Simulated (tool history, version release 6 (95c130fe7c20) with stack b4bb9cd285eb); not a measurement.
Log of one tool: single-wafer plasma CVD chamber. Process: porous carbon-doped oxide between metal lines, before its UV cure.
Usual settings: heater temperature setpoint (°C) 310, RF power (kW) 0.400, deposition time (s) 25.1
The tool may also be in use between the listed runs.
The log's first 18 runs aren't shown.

run	hour	heater temperature setpoint (°C)	RF power (kW)	deposition time (s)	wafers since the last listed run	hours since the last thermocouple change	hours since the last RF generator calibration	hours since the showerhead was replaced	hours since the gauge calibration	read-back reference wafer on the same gauge, thickness_nm	mean film thickness on the monitor wafer (angstrom)
19	1521.2	310	0.400	25.1	1493	180.4	579.0	658.8	1659.4	98.242	1035.53
20	1592.5	310	0.345	25.1	1114	251.7	650.3	730.1	1730.7	98.144	927.77
21	1655.0	323	0.340	20.4	977	314.2	712.8	792.6	1793.2	97.950	692.73
22	1744.6	306	0.360	21.3	1400	403.8	802.4	882.2	1882.8	98.031	849.21
23	1847.5	323	0.360	25.1	1608	506.7	905.3	985.1	1985.7	97.951	901.06
24	1920.2	310	0.400	25.1	1136	579.4	978.0	1057.8	2058.4	98.146	1057.75
# hour 1968.0: gauge calibrated
25	2201.9	310	0.400	25.1	4404	861.1	1259.7	1339.5	233.9	97.928	1055.99
26	2277.9	324	0.400	25.1	1188	937.1	1335.7	1415.5	309.9	97.982	985.66
27	2374.2	310	0.370	25.1	1505	1033.4	1432.0	1511.8	406.2	97.880	996.68
# hour 2437.4: thermocouple changed; heater temperature recalibrated
28	2440.9	310	0.400	25.1	917	3.5	1498.7	1578.5	472.9	97.969	1032.57
29	2490.5	310	0.400	25.1	775	53.1	1548.3	1628.1	522.5	97.987	1040.04
30	2532.3	325	0.435	21.0	653	94.9	1590.1	1669.9	564.3	97.983	866.97
31	2608.1	302	0.365	23.7	1185	170.7	1665.9	1745.7	640.1	97.935	948.46
32	2661.0	310	0.400	25.1	827	223.6	1718.8	1798.6	693.0	97.974	1043.63
33	2762.5	310	0.400	25.1	1587	325.1	1820.3	1900.1	794.5	97.937	1052.96
# hour 2780.9: RF generator calibrated
34	2853.7	310	0.470	21.5	1300	416.3	72.8	1991.3	885.7	98.060	1031.88

4 ways to go on from here, each from the tool as it stands after run 34. What would each give?
A	2854.1	310	0.400	25.1	6	416.7	73.2	1991.7	886.1	?	?
B	2854.1	310	0.380	22.4	6	416.7	73.2	1991.7	886.1	?	?
C	2854.1	310	0.425	29.3	6	416.7	73.2	1991.7	886.1	?	?
D	2854.1	321	0.380	20.4	6	416.7	73.2	1991.7	886.1	?	?

run	read-back reference wafer on the same gauge, thickness_nm	mean film thickness on the monitor wafer (angstrom)
A	97.961	1059.48
B	97.961	909.48
C	97.961	1293.55
D	97.961	781.10
Without the tool's hidden state the same runs would have given:
run	mean film thickness on the monitor wafer (angstrom)
A	1034.78
B	888.27
C	1263.39
D	764.21
